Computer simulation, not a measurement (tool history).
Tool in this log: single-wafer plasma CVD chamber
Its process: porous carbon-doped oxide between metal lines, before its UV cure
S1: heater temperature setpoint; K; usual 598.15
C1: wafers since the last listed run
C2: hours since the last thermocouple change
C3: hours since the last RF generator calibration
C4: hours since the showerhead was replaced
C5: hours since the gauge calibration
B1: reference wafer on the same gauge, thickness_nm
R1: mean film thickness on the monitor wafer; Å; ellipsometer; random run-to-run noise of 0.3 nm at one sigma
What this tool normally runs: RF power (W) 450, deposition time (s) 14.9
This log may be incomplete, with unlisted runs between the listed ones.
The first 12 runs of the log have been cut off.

run 13 day=22.508 | S1=598.15 RF_power_(W)=415 deposition_time_(s)=16.6 | C1=867 C2=2302.2 C3=1475.3 C4=3356.4 C5=49 | B1=68.508 | R1=625.72
run 14 day=23.688 | S1=598.15 RF_power_(W)=450 deposition_time_(s)=12 | C1=538 C2=2330.5 C3=1503.6 C4=3384.7 C5=77.3 | B1=68.508 | R1=486.75
-- day=25.546 RF generator calibrated
run 15 day=26.5 | S1=608.15 RF_power_(W)=485 deposition_time_(s)=13.5 | C1=1131 C2=2398 C3=22.9 C4=3452.2 C5=144.8 | B1=68.466 | R1=563.53
run 16 day=29.329 | S1=602.15 RF_power_(W)=500 deposition_time_(s)=13 | C1=1291 C2=2465.9 C3=90.8 C4=3520.1 C5=212.7 | B1=68.461 | R1=567.39
run 17 day=31.042 | S1=589.15 RF_power_(W)=450 deposition_time_(s)=14.9 | C1=781 C2=2507 C3=131.9 C4=3561.2 C5=253.8 | B1=68.495 | R1=638.42
run 18 day=33.262 | S1=603.15 RF_power_(W)=450 deposition_time_(s)=14 | C1=1013 C2=2560.3 C3=185.2 C4=3614.5 C5=307.1 | B1=68.541 | R1=565.96
-- day=34.625 thermocouple changed; heater temperature recalibrated
run 19 day=35.154 | S1=603.15 RF_power_(W)=450 deposition_time_(s)=13.2 | C1=711 C2=12.7 C3=230.6 C4=3659.9 C5=352.5 | B1=68.496 | R1=537.56
run 20 day=36.446 | S1=613.15 RF_power_(W)=505 deposition_time_(s)=13.5 | C1=589 C2=43.7 C3=261.6 C4=3690.9 C5=383.5 | B1=68.506 | R1=563.08
-- day=39.446 showerhead replaced
run 21 day=39.467 | S1=584.15 RF_power_(W)=375 deposition_time_(s)=16.4 | C1=1227 C2=116.2 C3=334.1 C4=0.5 C5=456 | B1=68.504 | R1=650.73
run 22 day=40.829 | S1=592.15 RF_power_(W)=405 deposition_time_(s)=12.4 | C1=622 C2=148.9 C3=366.8 C4=33.2 C5=488.7 | B1=68.433 | R1=499.74
run 23 day=41.846 | S1=590.15 RF_power_(W)=450 deposition_time_(s)=14.9 | C1=464 C2=173.3 C3=391.2 C4=57.6 C5=513.1 | B1=68.549 | R1=638.2
run 24 day=43.683 | S1=598.15 RF_power_(W)=495 deposition_time_(s)=16.1 | C1=838 C2=217.4 C3=435.3 C4=101.7 C5=557.2 | B1=68.445 | R1=695.91
run 25 day=45.546 | S1=598.15 RF_power_(W)=475 deposition_time_(s)=13 | C1=850 C2=262.1 C3=480 C4=146.4 C5=601.9 | B1=68.435 | R1=555.53
run 26 day=48.042 | S1=598.15 RF_power_(W)=450 deposition_time_(s)=14.9 | C1=1139 C2=322 C3=539.9 C4=206.3 C5=661.8 | B1=68.573 | R1=618.22
run 27 day=50.617 | S1=598.15 RF_power_(W)=450 deposition_time_(s)=14.9 | C1=1175 C2=383.8 C3=601.7 C4=268.1 C5=723.6 | B1=68.533 | R1=612.46
run 28 day=52.225 | S1=608.15 RF_power_(W)=535 deposition_time_(s)=15.8 | C1=734 C2=422.4 C3=640.3 C4=306.7 C5=762.2 | B1=68.593 | R1=680.12
run 29 day=54.908 | S1=598.15 RF_power_(W)=420 deposition_time_(s)=14.9 | C1=1225 C2=486.8 C3=704.7 C4=371.1 C5=826.6 | B1=68.545 | R1=590.45
run 30 day=56.804 | S1=591.15 RF_power_(W)=400 deposition_time_(s)=12.9 | C1=865 C2=532.3 C3=750.2 C4=416.6 C5=872.1 | B1=68.409 | R1=512.44
run 31 day=58.5 | S1=598.15 RF_power_(W)=450 deposition_time_(s)=14.9 | C1=774 C2=573 C3=790.9 C4=457.3 C5=912.8 | B1=68.512 | R1=607.18
run 32 day=60.325 | S1=598.15 RF_power_(W)=450 deposition_time_(s)=14.9 | C1=833 C2=616.8 C3=834.7 C4=501.1 C5=956.6 | B1=68.486 | R1=612.07
run 33 day=62.158 | S1=598.15 RF_power_(W)=450 deposition_time_(s)=14.9 | C1=837 C2=660.8 C3=878.7 C4=545.1 C5=1000.6 | B1=68.46 | R1=611.05
run 34 day=64.662 | S1=593.15 RF_power_(W)=400 deposition_time_(s)=14.9 | C1=1143 C2=720.9 C3=938.8 C4=605.2 C5=1060.7 | B1=68.506 | R1=580.5

Below are 4 alternative next runs, each starting from the tool's condition after run 34. Predict each:
run A day=64.679 | S1=598.15 RF_power_(W)=450 deposition_time_(s)=14.9 | C1=7 C2=721.3 C3=939.2 C4=605.6 C5=1061.1 | B1=? | R1=?
run B day=64.679 | S1=607.15 RF_power_(W)=520 deposition_time_(s)=13.3 | C1=7 C2=721.3 C3=939.2 C4=605.6 C5=1061.1 | B1=? | R1=?
run C day=64.679 | S1=612.15 RF_power_(W)=385 deposition_time_(s)=16.8 | C1=7 C2=721.3 C3=939.2 C4=605.6 C5=1061.1 | B1=? | R1=?
run D day=64.679 | S1=610.15 RF_power_(W)=380 deposition_time_(s)=11.9 | C1=7 C2=721.3 C3=939.2 C4=605.6 C5=1061.1 | B1=? | R1=?

run=A B1=68.41 R1=612.16
run=B B1=68.41 R1=571.48
run=C B1=68.41 R1=593.53
run=D B1=68.41 R1=425.81
With the hidden condition removed and each run's random variation left untouched, the same runs would have given:
run=A R1=624.64
run=B R1=581.56
run=C R1=605.62
run=D R1=434.49
